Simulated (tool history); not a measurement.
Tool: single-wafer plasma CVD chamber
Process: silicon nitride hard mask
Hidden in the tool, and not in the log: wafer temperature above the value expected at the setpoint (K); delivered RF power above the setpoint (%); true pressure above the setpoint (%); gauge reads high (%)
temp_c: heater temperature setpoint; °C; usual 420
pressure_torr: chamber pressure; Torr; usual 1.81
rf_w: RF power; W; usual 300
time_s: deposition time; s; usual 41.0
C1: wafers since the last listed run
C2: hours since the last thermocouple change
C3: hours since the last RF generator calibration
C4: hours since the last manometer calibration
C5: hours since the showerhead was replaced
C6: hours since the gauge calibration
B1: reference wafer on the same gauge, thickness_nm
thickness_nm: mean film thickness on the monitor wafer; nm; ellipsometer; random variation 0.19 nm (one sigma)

run 1 hour=0.0 | temp_c=420 pressure_torr=1.81 rf_w=280 time_s=41.0 | C1=0 C2=725.1 C3=1066.9 C4=2279.5 C5=3113.2 C6=634.0 | B1=57.204 | thickness_nm=45.786
run 2 hour=78.1 | temp_c=420 pressure_torr=1.81 rf_w=280 time_s=41.0 | C1=852 C2=803.2 C3=1145.0 C4=2357.6 C5=3191.3 C6=712.1 | B1=57.176 | thickness_nm=46.095
run 3 hour=184.4 | temp_c=420 pressure_torr=1.81 rf_w=300 time_s=41.0 | C1=1160 C2=909.5 C3=1251.3 C4=2463.9 C5=3297.6 C6=818.4 | B1=57.188 | thickness_nm=48.476
run 4 hour=290.7 | temp_c=420 pressure_torr=1.81 rf_w=300 time_s=41.0 | C1=1160 C2=1015.8 C3=1357.6 C4=2570.2 C5=3403.9 C6=924.7 | B1=57.224 | thickness_nm=48.361
run 5 hour=347.7 | temp_c=420 pressure_torr=1.52 rf_w=300 time_s=41.0 | C1=622 C2=1072.8 C3=1414.6 C4=2627.2 C5=3460.9 C6=981.7 | B1=57.252 | thickness_nm=47.022
run 6 hour=575.9 | temp_c=420 pressure_torr=1.81 rf_w=300 time_s=41.0 | C1=2490 C2=1301.0 C3=1642.8 C4=2855.4 C5=3689.1 C6=1209.9 | B1=57.193 | thickness_nm=48.594
run 7 hour=631.2 | temp_c=420 pressure_torr=1.81 rf_w=325 time_s=41.0 | C1=603 C2=1356.3 C3=1698.1 C4=2910.7 C5=3744.4 C6=1265.2 | B1=57.165 | thickness_nm=51.397
run 8 hour=679.7 | temp_c=420 pressure_torr=1.81 rf_w=325 time_s=41.0 | C1=529 C2=1404.8 C3=1746.6 C4=2959.2 C5=3792.9 C6=1313.7 | B1=57.160 | thickness_nm=51.092
run 9 hour=747.8 | temp_c=420 pressure_torr=1.81 rf_w=300 time_s=41.0 | C1=743 C2=1472.9 C3=1814.7 C4=3027.3 C5=3861.0 C6=1381.8 | B1=57.157 | thickness_nm=48.471
-- hour=773.3 capacitance manometer re-zeroed and calibrated
run 10 hour=811.5 | temp_c=420 pressure_torr=1.81 rf_w=300 time_s=41.0 | C1=607 C2=1536.6 C3=1878.4 C4=38.2 C5=3924.7 C6=1445.5 | B1=57.193 | thickness_nm=48.391
run 11 hour=906.0 | temp_c=420 pressure_torr=1.81 rf_w=300 time_s=41.0 | C1=1031 C2=1631.1 C3=1972.9 C4=132.7 C5=4019.2 C6=1540.0 | B1=57.204 | thickness_nm=48.726
run 12 hour=1002.9 | temp_c=410 pressure_torr=1.81 rf_w=300 time_s=41.0 | C1=1057 C2=1728.0 C3=2069.8 C4=229.6 C5=4116.1 C6=1636.9 | B1=57.202 | thickness_nm=48.731
-- hour=1026.9 RF generator calibrated
run 13 hour=1062.2 | temp_c=406 pressure_torr=1.81 rf_w=245 time_s=41.0 | C1=559 C2=1787.3 C3=35.3 C4=288.9 C5=4175.4 C6=1696.2 | B1=57.222 | thickness_nm=41.432
-- hour=1096.6 thermocouple changed; heater temperature recalibrated
run 14 hour=1209.4 | temp_c=420 pressure_torr=1.67 rf_w=265 time_s=36.9 | C1=1519 C2=112.8 C3=182.5 C4=436.1 C5=4322.6 C6=1843.4 | B1=57.200 | thickness_nm=38.770
run 15 hour=1263.4 | temp_c=411 pressure_torr=1.81 rf_w=320 time_s=41.0 | C1=589 C2=166.8 C3=236.5 C4=490.1 C5=4376.6 C6=1897.4 | B1=57.231 | thickness_nm=51.308
run 16 hour=1304.5 | temp_c=415 pressure_torr=1.81 rf_w=335 time_s=41.0 | C1=448 C2=207.9 C3=277.6 C4=531.2 C5=4417.7 C6=1938.5 | B1=57.212 | thickness_nm=52.842
run 17 hour=1386.8 | temp_c=433 pressure_torr=1.81 rf_w=250 time_s=41.0 | C1=898 C2=290.2 C3=359.9 C4=613.5 C5=4500.0 C6=2020.8 | B1=57.226 | thickness_nm=41.279
run 18 hour=1453.1 | temp_c=420 pressure_torr=1.67 rf_w=265 time_s=36.9 | C1=723 C2=356.5 C3=426.2 C4=679.8 C5=4566.3 C6=2087.1 | B1=57.213 | thickness_nm=38.785
-- hour=1472.3 showerhead replaced
run 19 hour=1530.8 | temp_c=409 pressure_torr=1.45 rf_w=360 time_s=41.0 | C1=760 C2=434.2 C3=503.9 C4=757.5 C5=58.5 C6=2164.8 | B1=57.212 | thickness_nm=53.848
run 20 hour=1590.4 | temp_c=420 pressure_torr=1.81 rf_w=300 time_s=41.0 | C1=650 C2=493.8 C3=563.5 C4=817.1 C5=118.1 C6=2224.4 | B1=57.188 | thickness_nm=48.652
-- hour=1673.7 gauge calibrated
run 21 hour=1897.6 | temp_c=410 pressure_torr=1.56 rf_w=245 time_s=41.0 | C1=3352 C2=801.0 C3=870.7 C4=1124.3 C5=425.3 C6=223.9 | B1=57.211 | thickness_nm=40.053
run 22 hour=1988.8 | temp_c=406 pressure_torr=1.38 rf_w=260 time_s=45.3 | C1=995 C2=892.2 C3=961.9 C4=1215.5 C5=516.5 C6=315.1 | B1=57.171 | thickness_nm=45.490
run 23 hour=2037.0 | temp_c=410 pressure_torr=1.81 rf_w=300 time_s=41.0 | C1=526 C2=940.4 C3=1010.1 C4=1263.7 C5=564.7 C6=363.3 | B1=57.209 | thickness_nm=48.802
run 24 hour=2112.8 | temp_c=420 pressure_torr=2.20 rf_w=280 time_s=41.0 | C1=827 C2=1016.2 C3=1085.9 C4=1339.5 C5=640.5 C6=439.1 | B1=57.193 | thickness_nm=47.643

Forecast each of these 5 alternatives for the next run:
run A hour=2113.2 | temp_c=420 pressure_torr=1.81 rf_w=300 time_s=41.0 | C1=4 C2=1016.6 C3=1086.3 C4=1339.9 C5=640.9 C6=439.5 | B1=? | thickness_nm=?
run B hour=2113.2 | temp_c=430 pressure_torr=1.81 rf_w=300 time_s=41.0 | C1=4 C2=1016.6 C3=1086.3 C4=1339.9 C5=640.9 C6=439.5 | B1=? | thickness_nm=?
run C hour=2113.2 | temp_c=420 pressure_torr=1.94 rf_w=300 time_s=41.0 | C1=4 C2=1016.6 C3=1086.3 C4=1339.9 C5=640.9 C6=439.5 | B1=? | thickness_nm=?
run D hour=2113.2 | temp_c=431 pressure_torr=1.56 rf_w=335 time_s=34.4 | C1=4 C2=1016.6 C3=1086.3 C4=1339.9 C5=640.9 C6=439.5 | B1=? | thickness_nm=?
run E hour=2113.2 | temp_c=412 pressure_torr=2.19 rf_w=300 time_s=41.0 | C1=4 C2=1016.6 C3=1086.3 C4=1339.9 C5=640.9 C6=439.5 | B1=? | thickness_nm=?

run=A B1=57.189 thickness_nm=48.590
run=B B1=57.189 thickness_nm=48.340
run=C B1=57.189 thickness_nm=49.262
run=D B1=57.189 thickness_nm=42.822
run=E B1=57.189 thickness_nm=50.628
Without the tool's hidden state the same runs would have given:
run=A thickness_nm=48.590
run=B thickness_nm=48.340
run=C thickness_nm=49.262
run=D thickness_nm=42.822
run=E thickness_nm=50.628

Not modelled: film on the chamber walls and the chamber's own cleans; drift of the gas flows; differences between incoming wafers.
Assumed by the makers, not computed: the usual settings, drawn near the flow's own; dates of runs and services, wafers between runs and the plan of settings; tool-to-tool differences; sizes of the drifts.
